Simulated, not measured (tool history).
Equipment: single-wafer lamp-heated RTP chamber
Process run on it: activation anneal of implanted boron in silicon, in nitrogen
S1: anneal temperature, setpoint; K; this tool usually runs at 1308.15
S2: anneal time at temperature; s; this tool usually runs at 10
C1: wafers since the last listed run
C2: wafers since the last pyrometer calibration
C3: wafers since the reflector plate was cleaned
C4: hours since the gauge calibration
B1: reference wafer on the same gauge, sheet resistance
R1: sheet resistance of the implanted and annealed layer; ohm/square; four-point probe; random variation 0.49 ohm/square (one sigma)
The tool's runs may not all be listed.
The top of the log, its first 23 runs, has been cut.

{"run": 24, "hour": 594.8, "S1": 1299.15, "S2": 5, "C1": 280, "C2": 2792, "C3": 373, "C4": 991.2, "B1": 329.48, "R1": 324.66}
{"hour": 625.5, "done": "gauge calibrated"}
{"run": 25, "hour": 629.3, "S1": 1319.15, "S2": 15, "C1": 387, "C2": 3179, "C3": 760, "C4": 3.8, "B1": 335.18, "R1": 327.5}
{"run": 26, "hour": 642.6, "S1": 1297.15, "S2": 16, "C1": 149, "C2": 3328, "C3": 909, "C4": 17.1, "B1": 335.11, "R1": 328.33}
{"run": 27, "hour": 668.8, "S1": 1308.15, "S2": 10, "C1": 294, "C2": 3622, "C3": 1203, "C4": 43.3, "B1": 335.19, "R1": 329.24}
{"run": 28, "hour": 701.0, "S1": 1308.15, "S2": 10, "C1": 361, "C2": 3984, "C3": 1565, "C4": 75.5, "B1": 335.15, "R1": 328.86}
{"run": 29, "hour": 734.8, "S1": 1331.15, "S2": 15, "C1": 379, "C2": 4363, "C3": 1944, "C4": 109.3, "B1": 334.93, "R1": 327.21}
{"run": 30, "hour": 765.8, "S1": 1289.15, "S2": 8, "C1": 347, "C2": 4711, "C3": 2292, "C4": 140.3, "B1": 334.86, "R1": 331.67}
{"hour": 804.4, "done": "pyrometer window cleaned and pyrometer calibrated"}
{"run": 31, "hour": 804.9, "S1": 1308.15, "S2": 10, "C1": 349, "C2": 5, "C3": 2641, "C4": 179.4, "B1": 334.78, "R1": 328.25}
{"run": 32, "hour": 810.9, "S1": 1298.15, "S2": 7, "C1": 67, "C2": 72, "C3": 2709, "C4": 185.4, "B1": 334.88, "R1": 330.12}
{"run": 33, "hour": 839.4, "S1": 1328.15, "S2": 12, "C1": 319, "C2": 392, "C3": 3028, "C4": 213.9, "B1": 334.79, "R1": 327.91}
{"run": 34, "hour": 870.2, "S1": 1308.15, "S2": 10, "C1": 345, "C2": 738, "C3": 3374, "C4": 244.7, "B1": 334.8, "R1": 328.77}
{"run": 35, "hour": 905.8, "S1": 1300.15, "S2": 15, "C1": 399, "C2": 1138, "C3": 3774, "C4": 280.3, "B1": 334.71, "R1": 328.16}
{"run": 36, "hour": 941.6, "S1": 1279.15, "S2": 10, "C1": 401, "C2": 1539, "C3": 4176, "C4": 316.1, "B1": 334.72, "R1": 333.31}
{"run": 37, "hour": 977.3, "S1": 1308.15, "S2": 10, "C1": 400, "C2": 1940, "C3": 4576, "C4": 351.8, "B1": 334.49, "R1": 328.86}
{"run": 38, "hour": 1004.3, "S1": 1308.15, "S2": 8, "C1": 303, "C2": 2243, "C3": 4879, "C4": 378.8, "B1": 334.37, "R1": 328.17}

Below are 3 alternative next runs, each starting from the tool's condition after run 38. Predict each:
{"run": "A", "hour": 1004.7, "S1": 1308.15, "S2": 10, "C1": 4, "C2": 2248, "C3": 4884, "C4": 379.2, "B1": "?", "R1": "?"}
{"run": "B", "hour": 1004.7, "S1": 1329.15, "S2": 6, "C1": 4, "C2": 2248, "C3": 4884, "C4": 379.2, "B1": "?", "R1": "?"}
{"run": "C", "hour": 1004.7, "S1": 1279.15, "S2": 4, "C1": 4, "C2": 2248, "C3": 4884, "C4": 379.2, "B1": "?", "R1": "?"}

run=A B1=334.44 R1=328.02
run=B B1=334.44 R1=327.97
run=C B1=334.44 R1=335.09
Without the tool's unlogged condition, the same runs would have read:
run=A R1=328.59
run=B R1=328.54
run=C R1=335.67
